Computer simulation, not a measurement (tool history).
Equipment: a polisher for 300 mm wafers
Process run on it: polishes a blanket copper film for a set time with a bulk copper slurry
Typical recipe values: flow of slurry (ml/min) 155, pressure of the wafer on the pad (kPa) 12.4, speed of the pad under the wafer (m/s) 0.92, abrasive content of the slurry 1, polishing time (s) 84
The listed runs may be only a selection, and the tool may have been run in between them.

run	day	flow of slurry (ml/min)	pressure of the wafer on the pad (kPa)	speed of the pad under the wafer (m/s)	abrasive content of the slurry	polishing time (s)	incoming thickness of the incoming film, nm	film removed (angstrom)
1	0	155	12.4	0.92	1	84	2874.6	4827
2	0.433	155	12.4	0.92	1	84	2797.7	4863
# day 0.721: worn pad replaced by a new one
3	1.033	155	12.4	0.92	1	78	2874.8	4541
4	1.421	155	12.4	0.92	1	84	2831	4864
5	1.896	155	12.4	0.92	1	84	2861.5	4889
6	2.504	155	12.4	0.92	1	84	2845.7	4743
7	3.217	155	12.4	0.92	1	84	2835.2	4871
# day 3.612: slurry nozzle cleaned
8	3.688	155	12.4	0.92	1	84	2842.9	4485
9	3.946	155	12.4	0.92	1	84	2834.1	4322
# day 4.238: slurry blender recalibrated
10	4.321	155	12.4	0.92	1	84	2829.3	4361
# day 4.554: head pressure recalibrated
11	4.708	155	12.4	1.14	1	59	2828.5	3709
12	5.421	155	12.4	0.92	1	69	2844.6	3544
13	5.854	155	8.3	0.92	1	84	2848.2	3019
# day 6.45: slurry nozzle cleaned, repeated, since the last time left the tool worse
14	6.554	205	10.3	0.92	1	84	2855.1	4545
# day 7.429: worn pad replaced by a new one
15	7.45	155	12.4	0.92	0.9	99	2843.1	6003
16	7.608	155	12.4	0.92	1.15	84	2833.8	5227
17	7.958	155	12.4	0.92	1	84	2841.4	5290
18	8.633	155	12.4	1.2	1.3	101	2832.1	8576
19	9.125	155	12.4	0.76	1	84	2798.9	4289
20	9.596	200	9	1.22	1.25	84	2819.2	5589
21	9.888	120	12.4	0.92	1	84	2834.8	4870
22	10.558	135	15.9	1.08	1	84	2812.5	7344
23	10.867	155	12.4	0.92	0.9	84	2856	4989
24	11.283	155	11	0.92	1	84	2865.2	4703
25	11.55	210	12.4	0.74	0.75	110	2882.8	5253
26	12.25	155	12.4	0.92	1.15	112	2803.4	7098
27	12.746	155	12.4	0.92	0.75	84	2797.3	4780
28	13.108	155	12.4	0.92	1	84	2881.9	5106
# day 13.55: worn pad replaced by a new one
29	13.662	155	12.4	0.92	1	84	2819.4	5085

Predict each of these 5 candidate next runs independently; none follows another, all start after run 29:
A	13.679	155	12.4	0.92	1	84	2837.6	?
B	13.679	155	9	0.92	1	84	2837.6	?
C	13.679	195	12.4	0.92	1	84	2837.6	?
D	13.679	180	13.8	0.92	1	84	2837.6	?
E	13.679	155	15.9	0.92	1	84	2837.6	?

run	film removed (angstrom)
A	5208
B	3913
C	5414
D	5879
E	6504
What these runs would have given with no unlogged condition in the tool:
run	film removed (angstrom)
A	5287
B	3972
C	5480
D	5956
E	6602
